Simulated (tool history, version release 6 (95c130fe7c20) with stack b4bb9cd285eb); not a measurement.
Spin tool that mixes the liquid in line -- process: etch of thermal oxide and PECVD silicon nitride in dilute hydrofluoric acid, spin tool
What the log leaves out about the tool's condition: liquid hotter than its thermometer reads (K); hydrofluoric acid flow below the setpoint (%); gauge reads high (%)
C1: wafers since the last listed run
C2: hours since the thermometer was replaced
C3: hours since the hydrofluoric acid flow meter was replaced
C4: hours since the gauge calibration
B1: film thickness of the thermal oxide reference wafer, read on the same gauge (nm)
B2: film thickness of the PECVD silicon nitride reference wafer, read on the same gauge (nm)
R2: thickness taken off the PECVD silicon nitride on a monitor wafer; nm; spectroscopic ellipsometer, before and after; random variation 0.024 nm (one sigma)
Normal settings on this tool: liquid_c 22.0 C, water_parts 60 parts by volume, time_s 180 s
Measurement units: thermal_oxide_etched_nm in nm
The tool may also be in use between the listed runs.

run 1 hour=0.0 | liquid_c=22.0 water_parts=60 time_s=180 | C1=0 C2=106.4 C3=1261.3 C4=954.0 | B1=70.06 B2=149.99 | thermal_oxide_etched_nm=13.42 R2=5.22
run 2 hour=13.5 | liquid_c=18.5 water_parts=60 time_s=180 | C1=67 C2=119.9 C3=1274.8 C4=967.5 | B1=70.00 B2=150.00 | thermal_oxide_etched_nm=11.51 R2=4.11
run 3 hour=44.4 | liquid_c=22.0 water_parts=60 time_s=180 | C1=155 C2=150.8 C3=1305.7 C4=998.4 | B1=70.04 B2=150.00 | thermal_oxide_etched_nm=13.36 R2=5.23
run 4 hour=57.2 | liquid_c=22.0 water_parts=60 time_s=180 | C1=64 C2=163.6 C3=1318.5 C4=1011.2 | B1=70.00 B2=150.00 | thermal_oxide_etched_nm=13.52 R2=5.26
run 5 hour=75.2 | liquid_c=22.0 water_parts=60 time_s=180 | C1=90 C2=181.6 C3=1336.5 C4=1029.2 | B1=70.00 B2=149.99 | thermal_oxide_etched_nm=13.43 R2=5.28
run 6 hour=101.5 | liquid_c=22.0 water_parts=60 time_s=180 | C1=132 C2=207.9 C3=1362.8 C4=1055.5 | B1=70.07 B2=150.01 | thermal_oxide_etched_nm=13.42 R2=5.28
run 7 hour=125.5 | liquid_c=27.0 water_parts=70 time_s=85 | C1=120 C2=231.9 C3=1386.8 C4=1079.5 | B1=70.01 B2=149.97 | thermal_oxide_etched_nm=6.58 R2=2.98
run 8 hour=160.5 | liquid_c=17.5 water_parts=35 time_s=180 | C1=175 C2=266.9 C3=1421.8 C4=1114.5 | B1=70.00 B2=149.98 | thermal_oxide_etched_nm=19.84 R2=6.57
run 9 hour=185.7 | liquid_c=19.5 water_parts=80 time_s=75 | C1=126 C2=292.1 C3=1447.0 C4=1139.7 | B1=70.00 B2=150.00 | thermal_oxide_etched_nm=3.73 R2=1.41
run 10 hour=201.7 | liquid_c=19.5 water_parts=40 time_s=245 | C1=80 C2=308.1 C3=1463.0 C4=1155.7 | B1=70.01 B2=150.02 | thermal_oxide_etched_nm=25.51 R2=9.02
run 11 hour=227.4 | liquid_c=26.5 water_parts=80 time_s=275 | C1=129 C2=333.8 C3=1488.7 C4=1181.4 | B1=70.00 B2=150.01 | thermal_oxide_etched_nm=18.08 R2=8.24
-- hour=240.6 hydrofluoric acid flow meter replaced
-- hour=248.0 gauge calibrated
run 12 hour=256.7 | liquid_c=22.0 water_parts=60 time_s=180 | C1=142 C2=363.1 C3=16.1 C4=8.7 | B1=70.01 B2=150.01 | thermal_oxide_etched_nm=13.51 R2=5.33
run 13 hour=271.6 | liquid_c=25.5 water_parts=70 time_s=70 | C1=74 C2=378.0 C3=31.0 C4=23.6 | B1=69.97 B2=150.00 | thermal_oxide_etched_nm=5.11 R2=2.23
run 14 hour=284.7 | liquid_c=26.0 water_parts=40 time_s=90 | C1=65 C2=391.1 C3=44.1 C4=36.7 | B1=69.94 B2=149.99 | thermal_oxide_etched_nm=12.20 R2=5.19
run 15 hour=309.9 | liquid_c=22.0 water_parts=70 time_s=70 | C1=126 C2=416.3 C3=69.3 C4=61.9 | B1=70.01 B2=150.00 | thermal_oxide_etched_nm=4.49 R2=1.78
run 16 hour=338.6 | liquid_c=27.0 water_parts=70 time_s=85 | C1=144 C2=445.0 C3=98.0 C4=90.6 | B1=70.02 B2=150.01 | thermal_oxide_etched_nm=6.66 R2=3.01
run 17 hour=361.4 | liquid_c=22.0 water_parts=80 time_s=180 | C1=114 C2=467.8 C3=120.8 C4=113.4 | B1=69.99 B2=150.02 | thermal_oxide_etched_nm=9.88 R2=4.04
run 18 hour=376.7 | liquid_c=22.0 water_parts=40 time_s=180 | C1=76 C2=483.1 C3=136.1 C4=128.7 | B1=70.04 B2=150.02 | thermal_oxide_etched_nm=20.75 R2=7.95
run 19 hour=394.0 | liquid_c=22.0 water_parts=60 time_s=180 | C1=86 C2=500.4 C3=153.4 C4=146.0 | B1=69.98 B2=150.00 | thermal_oxide_etched_nm=13.63 R2=5.36
run 20 hour=413.1 | liquid_c=22.0 water_parts=85 time_s=180 | C1=95 C2=519.5 C3=172.5 C4=165.1 | B1=69.98 B2=150.01 | thermal_oxide_etched_nm=9.36 R2=3.81
run 21 hour=434.3 | liquid_c=22.0 water_parts=50 time_s=75 | C1=106 C2=540.7 C3=193.7 C4=186.3 | B1=70.04 B2=149.98 | thermal_oxide_etched_nm=6.86 R2=2.68
run 22 hour=452.6 | liquid_c=22.0 water_parts=45 time_s=180 | C1=91 C2=559.0 C3=212.0 C4=204.6 | B1=70.04 B2=150.01 | thermal_oxide_etched_nm=18.48 R2=7.15
run 23 hour=469.1 | liquid_c=24.5 water_parts=70 time_s=225 | C1=82 C2=575.5 C3=228.5 C4=221.1 | B1=69.93 B2=150.02 | thermal_oxide_etched_nm=15.99 R2=6.90
run 24 hour=487.9 | liquid_c=22.0 water_parts=90 time_s=100 | C1=94 C2=594.3 C3=247.3 C4=239.9 | B1=69.99 B2=149.98 | thermal_oxide_etched_nm=4.86 R2=2.01
run 25 hour=531.3 | liquid_c=22.0 water_parts=60 time_s=180 | C1=218 C2=637.7 C3=290.7 C4=283.3 | B1=69.99 B2=150.02 | thermal_oxide_etched_nm=13.77 R2=5.38

Alternative continuations, all from the tool just after run 25; predict every row:
run A hour=531.8 | liquid_c=22.0 water_parts=60 time_s=110 | C1=2 C2=638.2 C3=291.2 C4=283.8 | B1=? B2=? | thermal_oxide_etched_nm=? R2=?
run B hour=531.8 | liquid_c=25.5 water_parts=75 time_s=280 | C1=2 C2=638.2 C3=291.2 C4=283.8 | B1=? B2=? | thermal_oxide_etched_nm=? R2=?
run C hour=531.8 | liquid_c=20.0 water_parts=35 time_s=180 | C1=2 C2=638.2 C3=291.2 C4=283.8 | B1=? B2=? | thermal_oxide_etched_nm=? R2=?
run D hour=531.8 | liquid_c=19.0 water_parts=60 time_s=95 | C1=2 C2=638.2 C3=291.2 C4=283.8 | B1=? B2=? | thermal_oxide_etched_nm=? R2=?
run E hour=531.8 | liquid_c=20.0 water_parts=60 time_s=135 | C1=2 C2=638.2 C3=291.2 C4=283.8 | B1=? B2=? | thermal_oxide_etched_nm=? R2=?

run=A B1=69.97 B2=150.01 thermal_oxide_etched_nm=8.29 R2=3.31
run=B B1=69.97 B2=150.01 thermal_oxide_etched_nm=19.07 R2=8.55
run=C B1=69.97 B2=150.01 thermal_oxide_etched_nm=22.08 R2=7.99
run=D B1=69.97 B2=150.01 thermal_oxide_etched_nm=6.32 R2=2.33
run=E B1=69.97 B2=150.01 thermal_oxide_etched_nm=9.37 R2=3.55
With the hidden condition removed and each run's random variation left untouched, the same runs would have given:
run=A thermal_oxide_etched_nm=7.96 R2=3.10
run=B thermal_oxide_etched_nm=18.34 R2=8.01
run=C thermal_oxide_etched_nm=21.18 R2=7.46
run=D thermal_oxide_etched_nm=6.06 R2=2.18
run=E thermal_oxide_etched_nm=8.99 R2=3.32
